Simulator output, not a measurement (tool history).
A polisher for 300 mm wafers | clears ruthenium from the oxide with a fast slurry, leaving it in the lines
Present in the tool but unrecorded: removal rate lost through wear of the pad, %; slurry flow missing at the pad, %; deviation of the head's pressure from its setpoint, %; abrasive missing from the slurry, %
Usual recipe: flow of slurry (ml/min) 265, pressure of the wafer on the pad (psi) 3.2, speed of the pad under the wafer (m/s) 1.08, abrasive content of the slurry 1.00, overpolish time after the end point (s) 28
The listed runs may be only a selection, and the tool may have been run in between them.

run	day	flow of slurry (ml/min)	pressure of the wafer on the pad (psi)	speed of the pad under the wafer (m/s)	abrasive content of the slurry	overpolish time after the end point (s)	wafers since the last listed run	wafers polished on this pad	hours since the slurry nozzle was cleaned	hours since the head pressure was calibrated	hours since the slurry blender was calibrated	incoming thickness of the incoming film, nm	time until the end point was called (s)	dishing of a wide line in a test structure (Å)
1	0.000	265	3.2	1.16	1.00	28	0	404	691.0	1012.8	394.4	157.8	30.9	943
# day 2.200: head pressure recalibrated
# day 2.504: slurry nozzle cleaned
2	3.371	265	3.2	1.16	1.00	28	681	1085	20.8	28.1	475.3	160.5	33.2	963
# day 3.871: slurry blender recalibrated
3	4.862	265	3.2	1.08	1.00	28	295	1381	56.6	63.9	23.8	158.6	33.8	910
4	5.492	265	3.2	1.08	1.00	28	132	1513	71.7	79.0	38.9	158.8	32.5	946
5	6.633	265	3.2	1.38	1.00	16	239	1753	99.1	106.4	66.3	160.1	25.6	723
6	7.208	265	3.2	1.08	1.00	42	120	1874	112.9	120.2	80.1	159.9	33.3	1285
7	8.233	265	2.5	1.08	0.85	28	215	2089	137.5	144.8	104.7	160.7	45.3	760
# day 8.500: worn pad replaced by a new one
8	8.808	310	3.2	1.08	0.80	28	85	65	151.3	158.6	118.5	160.2	35.0	877
9	10.150	265	3.2	1.08	1.00	18	281	346	183.5	190.8	150.7	162.3	32.9	663
10	11.338	325	3.2	1.08	1.00	28	249	596	212.0	219.3	179.2	161.5	32.5	958
11	11.904	265	3.6	1.08	1.00	28	119	715	225.6	232.9	192.8	161.5	29.8	1036
12	12.458	320	3.2	1.08	1.15	14	116	831	238.9	246.2	206.1	157.7	31.7	579
13	13.062	265	3.2	1.08	1.00	28	126	958	253.4	260.7	220.6	159.7	33.4	934
14	14.450	265	2.2	1.08	1.00	28	291	1250	286.7	294.0	253.9	158.3	47.4	699
15	15.454	300	2.4	1.34	0.80	28	210	1461	310.8	318.1	278.0	159.2	39.5	819
16	16.046	200	3.2	1.38	1.00	28	124	1585	325.0	332.3	292.2	160.5	27.6	1119
17	17.392	180	2.6	1.08	1.00	28	282	1868	357.3	364.6	324.5	158.9	44.1	730
# day 18.083: worn pad replaced by a new one
18	18.104	320	2.3	1.08	1.00	28	114	4	374.4	381.7	341.6	162.6	46.9	736
19	18.525	265	2.9	1.08	1.30	28	88	93	384.5	391.8	351.7	159.0	34.7	956
20	19.700	265	3.2	0.78	1.15	28	246	339	412.7	420.0	379.9	160.6	43.7	772
21	20.821	265	3.2	1.08	1.00	28	235	575	439.6	446.9	406.8	161.0	34.8	926
# day 23.271: slurry blender recalibrated
22	23.854	265	3.6	1.08	1.10	28	619	1195	512.4	519.7	14.0	161.3	28.1	1068
23	24.954	265	2.5	1.08	0.80	34	231	1426	538.8	546.1	40.4	156.7	43.9	865
24	25.912	265	3.2	1.08	1.00	28	201	1627	561.8	569.1	63.4	161.8	32.9	928
25	27.408	265	3.2	1.08	0.75	37	314	1941	597.7	605.0	99.3	159.9	37.0	1027
26	28.083	265	4.0	1.08	1.00	28	141	2083	613.9	621.2	115.5	159.6	26.2	1100
# day 28.950: worn pad replaced by a new one
27	28.971	215	2.7	1.30	0.85	28	151	4	635.2	642.5	136.8	159.8	34.7	900

Hidden state or all else? Some run-to-run changes of time until the end point was called (s), split into what the settings, what came in and random variation would give without the hidden state, and what is left for the hidden state (with any gauge scatter that isn't in both results):
Run 2 -> 3: speed of the pad under the wafer (m/s) 1.16 -> 1.08, slurry blender recalibrated. time until the end point was called (s) +0.6: hidden state -2.5, all else +3.1.
Run 16 -> 17: flow of slurry (ml/min) 200 -> 180, pressure of the wafer on the pad (psi) 3.2 -> 2.6, speed of the pad under the wafer (m/s) 1.38 -> 1.08. time until the end point was called (s) +16.5: hidden state +1.0, all else +15.5.
Run 21 -> 22: pressure of the wafer on the pad (psi) 3.2 -> 3.6, abrasive content of the slurry 1.00 -> 1.10, slurry blender recalibrated. time until the end point was called (s) -6.7: hidden state -2.0, all else -4.7.
Run 22 -> 23: pressure of the wafer on the pad (psi) 3.6 -> 2.5, abrasive content of the slurry 1.10 -> 0.80, overpolish time after the end point (s) 28 -> 34. time until the end point was called (s) +15.8: hidden state +0.1, all else +15.7.
